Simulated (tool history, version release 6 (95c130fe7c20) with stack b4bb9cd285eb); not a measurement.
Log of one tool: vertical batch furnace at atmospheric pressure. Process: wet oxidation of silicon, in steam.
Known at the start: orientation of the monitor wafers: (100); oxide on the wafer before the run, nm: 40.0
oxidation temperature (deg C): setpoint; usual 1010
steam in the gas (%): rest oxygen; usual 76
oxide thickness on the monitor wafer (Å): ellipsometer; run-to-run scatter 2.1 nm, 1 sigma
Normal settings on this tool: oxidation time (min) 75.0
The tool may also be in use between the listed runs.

| run | hour | oxidation temperature (deg C) | oxidation time (min) | steam in the gas (%) | read-back reference wafer on the same gauge, thickness | oxide thickness on the monitor wafer (Å) |
|---|---|---|---|---|---|---|
| 1 | 0.0 | 1028 | 75.0 | 76 | 505.05 | 5402.5 |
| 2 | 39.1 | 1028 | 75.0 | 76 | 505.05 | 5405.5 |
| 3 | 87.1 | 1028 | 75.0 | 76 | 504.46 | 5450.2 |
| 4 | 151.6 | 1010 | 75.0 | 81 | 504.90 | 5057.4 |
| 5 | 219.3 | 1010 | 75.0 | 76 | 505.04 | 4847.4 |
| 6 | 273.4 | 1010 | 75.0 | 76 | 505.17 | 4874.7 |
| 7 | 298.4 | 1010 | 92.5 | 76 | 504.94 | 5551.1 |
| 8 | 328.1 | 1010 | 75.0 | 76 | 504.96 | 4839.5 |
| 9 | 395.1 | 1010 | 75.0 | 76 | 505.19 | 4852.6 |
| 10 | 423.4 | 1010 | 75.0 | 76 | 505.23 | 4837.6 |
| 11 | 455.3 | 1010 | 75.0 | 76 | 505.31 | 4848.7 |
| 12 | 588.4 | 1018 | 75.0 | 76 | 504.93 | 5073.8 |
| 13 | 619.4 | 1018 | 75.0 | 76 | 505.10 | 5084.3 |
| 14 | 679.2 | 1010 | 104.0 | 81 | 505.60 | 6166.7 |
| 15 | 729.9 | 1034 | 50.0 | 76 | 505.05 | 4333.4 |
| 16 | 782.7 | 991 | 75.0 | 76 | 505.31 | 4138.0 |
| 17 | 802.2 | 1024 | 101.0 | 86 | 504.71 | 6632.9 |
| 18 | 844.0 | 985 | 75.0 | 87 | 504.64 | 4341.7 |
| 19 | 873.5 | 1010 | 75.0 | 76 | 505.33 | 4712.6 |
| 20 | 966.2 | 1010 | 75.0 | 66 | 504.66 | 4248.9 |
| 21 | 972.0 | 1010 | 75.0 | 76 | 504.71 | 4658.0 |
| 22 | 1043.9 | 1030 | 61.5 | 71 | 504.82 | 4760.3 |
| 23 | 1185.8 | 1010 | 75.0 | 65 | 504.78 | 4524.6 |
| 24 | 1233.5 | 1010 | 102.0 | 76 | 505.74 | 6025.9 |
| 25 | 1300.8 | 1024 | 101.0 | 86 | 505.63 | 6959.9 |
| 26 | 1351.4 | 1010 | 75.0 | 85 | 505.33 | 5371.8 |

Between the runs listed above, the log contained 4 entries, not reproduced here. Where in the sequence does each belong, and how does what the log doesn't record of the tool's condition differ from the listed run before to the listed run after?
Run 14 -> run 15: gauge calibrated (hour 687.1)
  steam share off its setpoint, % of the setpoint: -5.71 -> -5.81
  difference, measured minus the result without the unlogged condition, oxide thickness on the monitor wafer (Å): -227.8 -> -163.3
Run 15 -> run 16: steam generator serviced (hour 782.2)
  steam share off its setpoint, % of the setpoint: -5.81 -> -9.87
  difference, measured minus the result without the unlogged condition, oxide thickness on the monitor wafer (Å): -163.3 -> -291.7
Run 19 -> run 20: thermocouples replaced and temperature profile calibrated (hour 965.7)
  steam share off its setpoint, % of the setpoint: -10.1 -> -10.2
  difference, measured minus the result without the unlogged condition, oxide thickness on the monitor wafer (Å): -326.8 -> -303.2
Run 21 -> run 22: steam generator serviced, repeated, since the last time left the tool worse (hour 1043.4)
  steam share off its setpoint, % of the setpoint: -10.3 -> -0.555
  difference, measured minus the result without the unlogged condition, oxide thickness on the monitor wafer (Å): -330.3 -> -16.4
